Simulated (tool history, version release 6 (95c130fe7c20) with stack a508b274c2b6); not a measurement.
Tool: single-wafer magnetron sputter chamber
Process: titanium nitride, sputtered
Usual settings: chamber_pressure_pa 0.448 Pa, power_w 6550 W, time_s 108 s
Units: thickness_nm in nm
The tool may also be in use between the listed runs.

run   hour  chamber_pressure_pa  power_w  time_s  wafers since the last listed run  wafers on the sputter target  hours since the last manometer calibration  hours since the magnet pack was replaced  hours since the gauge calibration  read-back reference wafer on the same gauge, thickness_nm  thickness_nm
  1      0                0.448     6550     108                                 0                          2271                                      1544.8                                    5831.4                                  7                                                    140.984       128.778
  2    8.2                0.448     6550     108                                87                          2358                                        1553                                    5839.6                               15.2                                                    141.027       128.365
  3   24.5                0.448     6550     108                               173                          2531                                      1569.3                                    5855.9                               31.5                                                    141.035       128.501
  4     34                0.448     6550     101                               100                          2632                                      1578.8                                    5865.4                                 41                                                    140.924       119.937
  5   41.8                0.448     6550     108                                82                          2715                                      1586.6                                    5873.2                               48.8                                                    141.016       128.708
  6   55.5                0.448     6550     108                               145                          2860                                      1600.3                                    5886.9                               62.5                                                    141.056       128.709
  7   73.2                0.448     6550     108                               187                          3048                                        1618                                    5904.6                               80.2                                                     141.03       128.134
  8     87                0.448     6550     108                               146                          3195                                      1631.8                                    5918.4                                 94                                                     140.97       127.513
  9   94.9                0.448     6550     108                                83                          3279                                      1639.7                                    5926.3                              101.9                                                    140.945       127.792
 10  107.5                0.448     6550     108                               133                          3412                                      1652.3                                    5938.9                              114.5                                                    141.012        127.31
 11  119.1                0.448     6550     108                               123                          3535                                      1663.9                                    5950.5                              126.1                                                    140.977       127.963
 12  132.2                0.448     6550     108                               139                          3675                                        1677                                    5963.6                              139.2                                                    140.885       127.873
 13  138.2                0.448     6550     108                                63                          3738                                        1683                                    5969.6                              145.2                                                    141.041       128.072
 14  154.3                0.448     6550     108                               170                          3909                                      1699.1                                    5985.7                              161.3                                                    141.096       127.407
     172.5  -- sputter target and shields replaced
 15    173                0.597     7650      88                               113                             5                                      1717.8                                    6004.4                                180                                                    140.961       106.944
 16  180.7                0.399     6550     108                                81                            87                                      1725.5                                    6012.1                              187.7                                                    141.056       133.217
 17  195.8                0.448     5100     108                               160                           247                                      1740.6                                    6027.2                              202.8                                                    141.109       111.872
 18  213.5                0.448     6550     108                               187                           435                                      1758.3                                    6044.9                              220.5                                                    141.123       129.356
 19  227.7                0.448     6550     108                               150                           586                                      1772.5                                    6059.1                              234.7                                                    141.015       129.236
     236.9  -- capacitance manometer re-zeroed and calibrated
     244.1  -- gauge calibrated
 20  244.6                0.448     6550     101                                94                           680                                         7.7                                      6076                                0.5                                                    140.973       121.264
 21  251.6                0.597     7500     108                                74                           755                                        14.7                                      6083                                7.5                                                    141.045       130.147
     272.4  -- magnet pack replaced
 22  272.9                0.593     5550      97                               141                           896                                          36                                       0.5                               28.8                                                    140.975        97.194
 23  280.4                0.561     5050     117                                79                           975                                        43.5                                         8                               36.3                                                    140.988       112.732
 24  294.8                0.621     6550     108                               152                          1128                                        57.9                                      22.4                               50.7                                                    141.116       117.143
 25  306.2                0.448     6550     101                               121                          1249                                        69.3                                      33.8                               62.1                                                    141.076       120.488
 26  318.8                0.313     7650     108                               133                          1383                                        81.9                                      46.4                               74.7                                                    140.977        153.44
 27    330                0.448     5450     108                               118                          1502                                        93.1                                      57.6                               85.9                                                    141.015        115.95
 28  347.7                0.568     6550     108                               187                          1690                                       110.8                                      75.3                              103.6                                                    141.026       120.052
 29  358.6                0.448     6550     108                               115                          1805                                       121.7                                      86.2                              114.5                                                    140.968       128.457

5 ways to go on from here, each from the tool as it stands after run 29. What would each give?
  A   359                0.448     6550     108                                 4                          1810                                       122.1                                      86.6                              114.9                                                          ?             ?
  B   359                0.288     5950     116                                 4                          1810                                       122.1                                      86.6                              114.9                                                          ?             ?
  C   359                0.373     7900      93                                 4                          1810                                       122.1                                      86.6                              114.9                                                          ?             ?
  D   359                0.568     7450      94                                 4                          1810                                       122.1                                      86.6                              114.9                                                          ?             ?
  E   359                 0.36     6550     108                                 4                          1810                                       122.1                                      86.6                              114.9                                                          ?             ?

run  read-back reference wafer on the same gauge, thickness_nm  thickness_nm
  A                                                    141.074       128.619
  B                                                    141.074       142.845
  C                                                    141.074       130.184
  D                                                    141.074       113.578
  E                                                    141.074       135.196
Without the tool's hidden state the same runs would have given:
run  thickness_nm
  A        129.11
  B       143.391
  C       130.681
  D       114.012
  E       135.712
